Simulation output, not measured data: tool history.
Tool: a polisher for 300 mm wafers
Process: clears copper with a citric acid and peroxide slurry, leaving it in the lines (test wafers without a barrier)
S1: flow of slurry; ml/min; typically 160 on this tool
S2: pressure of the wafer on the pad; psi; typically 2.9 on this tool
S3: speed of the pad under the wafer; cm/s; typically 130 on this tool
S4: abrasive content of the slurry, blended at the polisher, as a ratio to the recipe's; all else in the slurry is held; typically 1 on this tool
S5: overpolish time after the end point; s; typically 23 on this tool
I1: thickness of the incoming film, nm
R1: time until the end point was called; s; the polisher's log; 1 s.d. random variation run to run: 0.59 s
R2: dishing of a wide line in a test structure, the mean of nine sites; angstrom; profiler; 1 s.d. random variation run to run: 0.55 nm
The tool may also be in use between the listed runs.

run   hour   S1   S2   S3    S4  S5     I1    R1   R2
  1      0  160  2.9  130     1  23  207.1    66  499
  2   28.5  160  2.9  130     1  27  201.6  66.8  545
  3   61.5  160  2.9  130     1  27  205.1  66.8  556
  4   79.2  160  2.9  130     1  27  203.1  66.2  536
     102.9  -- head pressure recalibrated
  5  113.4  195  2.9  130   1.3  23  206.6  61.6  522
  6  142.8  125  2.9  130  1.15  23    207  70.5  474
     145.1  -- slurry blender recalibrated
  7  164.4  160  2.9   94   0.9  34  203.7  89.6  517
  8  178.8  160  2.9  130  0.95  23  205.4  72.9  470
  9  192.1  160  2.5  130     1  15  203.1  83.2  301
     204.2  -- worn pad replaced by a new one
 10  209.4  115  3.4   98   0.8  23  202.8  88.6  401
       219  -- slurry nozzle cleaned
 11  227.9  160  2.4  130     1  23  207.1  81.7  430
 12  250.7  160  2.9  130     1  23    206  66.3  491
 13  284.8  160  2.9  130     1  23  207.1  65.9  495
 14  311.9  160    2  142   1.2  14  206.1  85.4  275
 15  330.7  160  2.9  112  1.15  23  201.5  69.5  468
 16  362.6  160  3.2  162  0.75  23  204.4  56.7  561
 17  387.4  160  2.9  158  1.15  23  201.9  55.7  545
 18  414.3  160  2.9  172   1.3   9  205.8  52.1  286
 19  442.5  160  2.9  130   1.2  23    204  65.6  487
     449.5  -- worn pad replaced by a new one
 20  467.9  160  2.4  130     1  31  205.1    86  497
     477.5  -- slurry blender recalibrated
     491.7  -- slurry nozzle cleaned
 21  500.7  160  2.9  130     1  23  207.7  67.1  496
 22  535.9  160  2.9  130   1.1  23  207.7  65.1  496
 23  552.8  190    2  130  0.75   9    205   101  158
 24  565.2  160  2.9  130  0.95  23  204.7  67.6  485

The next listed run, before its measurement:
 25  600.4  185  2.9  96   1  23  206.2   ?   ?

{"run 25": {"R1": 80.9, "R2": 429}}
Take away the tool's hidden state, keep the run-to-run variation as it was, and the same run would have given R1 79.4 s, R2 434 angstrom.

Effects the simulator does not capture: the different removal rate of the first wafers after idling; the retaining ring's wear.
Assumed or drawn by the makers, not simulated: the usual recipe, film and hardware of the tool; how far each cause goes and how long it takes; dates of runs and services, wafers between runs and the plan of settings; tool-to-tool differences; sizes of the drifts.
